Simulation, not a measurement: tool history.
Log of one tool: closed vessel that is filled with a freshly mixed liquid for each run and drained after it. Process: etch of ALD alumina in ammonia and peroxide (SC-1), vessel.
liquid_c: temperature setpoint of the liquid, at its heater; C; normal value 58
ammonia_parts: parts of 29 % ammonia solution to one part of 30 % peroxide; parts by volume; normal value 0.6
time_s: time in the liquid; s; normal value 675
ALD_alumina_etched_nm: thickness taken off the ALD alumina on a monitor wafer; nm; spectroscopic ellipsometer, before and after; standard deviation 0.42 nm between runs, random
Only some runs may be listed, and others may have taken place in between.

run    hour  liquid_c  ammonia_parts  time_s  read-back film thickness of the ALD alumina reference wafer, read on the same gauge (nm)  ALD_alumina_etched_nm
  1       0        58            0.6     800                                                                                        30                  58.33
  2    76.2        58            0.6     675                                                                                     29.98                  49.57
  3   168.1        58            0.6     675                                                                                     29.99                  49.96
  4   231.6        63            0.6     675                                                                                     30.02                  65.45
      258.8  -- thermometer replaced
  5   333.3        58            0.8     675                                                                                     30.02                  55.92
  6   402.9        58            0.6     675                                                                                     29.99                  54.67
      446.4  -- gauge calibrated
      451.3  -- new drum of ammonia solution connected
  7   456.4        58            0.6     675                                                                                     30.01                  54.18
      482.6  -- ammonia flow meter replaced
  8   545.7        58            0.8     520                                                                                     30.02                  44.11
  9   615.7        58            0.8     520                                                                                     30.01                  43.75
      619.5  -- thermometer replaced, repeated, since the last time left the tool worse
 10   671.6        58            0.8     520                                                                                     29.99                  36.73
 11     712        62           0.35     675                                                                                     29.97                  53.97
 12   766.5        60            0.6     675                                                                                     29.98                  53.08
 13   836.3        58            0.5     675                                                                                        30                  46.55
 14   906.1      49.5           0.45     675                                                                                     29.98                  29.31
        946  -- new drum of ammonia solution connected
 15   996.7        58            0.6     675                                                                                     29.98                  48.08
     1024.9  -- ammonia flow meter replaced
 16  1044.9        55           0.35    1040                                                                                     30.01                  60.22
 17  1108.7        58            0.9     285                                                                                     29.98                  21.52
 18  1185.1        54            0.4     425                                                                                        30                  24.15
 19  1255.9        63            0.7     315                                                                                     29.95                  29.92
 20  1311.6        58            0.6     675                                                                                     30.01                   49.1
 21  1379.2        58            0.8     505                                                                                     29.98                  37.87
       1432  -- new drum of ammonia solution connected
 22  1434.7        58            0.6     340                                                                                     29.98                  25.17
 23  1503.1      49.5            0.3     675                                                                                     29.99                  29.78
 24    1571        58            0.8    1070                                                                                     29.98                  81.53
       1589  -- ammonia flow meter replaced
 25  1673.5        64           0.85     850                                                                                     30.02                  89.08
 26  1747.2        58            0.6     675                                                                                     30.05                  50.27
 27  1840.4      67.5            0.4     675                                                                                        30                  78.74
 28  1888.2      54.5            0.8     975                                                                                     30.04                  62.77
     1931.3  -- new drum of ammonia solution connected
 29  1995.3        48            0.4     455                                                                                     29.98                  19.74
 30  2031.6      51.5            0.9     875                                                                                     30.02                  48.49

3 options for the next run, each taken on its own from the tool as it stands now. Forecast them:
  A  2032.4        58            0.6     675                                                                                         ?                      ?
  B  2032.4        58            0.9     675                                                                                         ?                      ?
  C  2032.4      53.5            0.5     530                                                                                         ?                      ?

run  read-back film thickness of the ALD alumina reference wafer, read on the same gauge (nm)  ALD_alumina_etched_nm
  A                                                                                        30                  50.81
  B                                                                                        30                  52.79
  C                                                                                        30                  31.01
Without the tool's unlogged condition, the same runs would have read:
run  ALD_alumina_etched_nm
  A                  46.11
  B                  47.91
  C                  28.05
